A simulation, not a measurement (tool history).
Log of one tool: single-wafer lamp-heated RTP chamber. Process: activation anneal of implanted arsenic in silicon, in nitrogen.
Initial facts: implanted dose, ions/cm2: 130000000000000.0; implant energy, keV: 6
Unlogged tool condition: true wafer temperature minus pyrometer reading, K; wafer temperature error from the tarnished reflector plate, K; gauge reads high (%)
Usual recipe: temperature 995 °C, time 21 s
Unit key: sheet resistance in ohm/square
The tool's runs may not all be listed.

run	hour	temperature	time	wafers since the last listed run	wafers since the last pyrometer calibration	wafers since the reflector plate was cleaned	hours since the gauge calibration	read-back reference wafer on the same gauge, sheet resistance	sheet resistance
1	0	995	17	0	1193	5866	785.7	736.06	688.37
2	34.7	995	17	583	1777	6449	820.4	736.11	688.22
3	46.9	995	16	205	1982	6654	832.6	735.85	690.33
4	60.1	995	16	221	2204	6876	845.8	735.83	688.14
5	81.7	980	21	363	2567	7239	867.4	735.91	690.83
# hour 97: gauge calibrated
6	98	995	21	273	2841	7513	1	736.09	684.33
# hour 117.3: pyrometer window cleaned and pyrometer calibrated
7	125.2	995	21	322	132	7836	28.2	735.7	687.97
8	153.9	995	21	482	614	8318	56.9	735.95	687.66
9	184.3	995	26	510	1125	8829	87.3	736.34	681.8
10	199.9	995	21	262	1387	9092	102.9	735.94	686.73
11	225	995	21	421	1809	9513	128	735.66	686.07
12	239.5	995	21	243	2053	9757	142.5	736.17	683.62
# hour 251.5: reflector plate cleaned
13	262.4	995	21	250	2303	183	165.4	736.13	684.55
14	290.9	1007	11	479	2782	662	193.9	735.91	689
15	304.1	1009	25	221	3004	884	207.1	735.92	676.44
16	328	995	18	401	3406	1286	231	735.89	686.7
# hour 349.6: pyrometer window cleaned and pyrometer calibrated
17	350.1	995	21	237	7	1523	253.1	735.86	687.65
18	360.5	1005	10	174	182	1698	263.5	735.83	692.34
19	395.6	984	29	589	772	2288	298.6	735.82	685.88
20	425.4	995	21	500	1273	2789	328.4	736.08	686.62
21	457.3	978	25	536	1809	3325	360.3	735.78	688.99
22	472.6	978	29	257	2066	3582	375.6	735.85	687.62
23	505.7	995	28	556	2623	4138	408.7	736.01	681.26
24	522.4	970	9	280	2904	4419	425.4	735.94	704.46
25	542.4	976	25	336	3240	4755	445.4	735.99	689.32
# hour 573.5: pyrometer window cleaned and pyrometer calibrated
26	574	974	21	396	8	5152	477	735.88	696.46
27	631	995	21	958	967	6110	534	736.02	688.33
28	657.9	978	9	452	1419	6562	560.9	735.75	702.25
29	671.6	1010	21	230	1649	6792	574.6	735.72	681.31
30	690.6	967	21	319	1968	7112	593.6	735.9	696.23
31	715	995	21	410	2378	7522	618	736.13	686.03
32	727.1	995	21	203	2582	7725	630.1	736.07	685.89
33	751.2	980	16	405	2987	8130	654.2	735.84	694.32
# hour 765.7: pyrometer window cleaned and pyrometer calibrated
34	774.1	995	15	250	141	8381	677.1	736.1	694.46
35	787.9	1019	29	231	373	8613	690.9	735.84	672.81
36	808	973	12	337	711	8951	711	736.16	699.02
37	840.3	985	9	542	1254	9493	743.3	736.14	700.73

Consider 4 possible next runs. They are alternatives, not a sequence: every one starts from the tool as it was left by run 37. What does each give?
A	840.7	969	21	6	1260	9500	743.7	?	?
B	840.7	984	12	6	1260	9500	743.7	?	?
C	840.7	974	29	6	1260	9500	743.7	?	?
D	840.7	974	9	6	1260	9500	743.7	?	?

run	read-back reference wafer on the same gauge, sheet resistance	sheet resistance
A	736.15	695.75
B	736.15	698.23
C	736.15	690.04
D	736.15	704.02
The same runs, with their run-to-run variation unchanged, on a tool lacking any hidden condition would have given:
run	sheet resistance
A	697.05
B	699.43
C	691.49
D	705.21

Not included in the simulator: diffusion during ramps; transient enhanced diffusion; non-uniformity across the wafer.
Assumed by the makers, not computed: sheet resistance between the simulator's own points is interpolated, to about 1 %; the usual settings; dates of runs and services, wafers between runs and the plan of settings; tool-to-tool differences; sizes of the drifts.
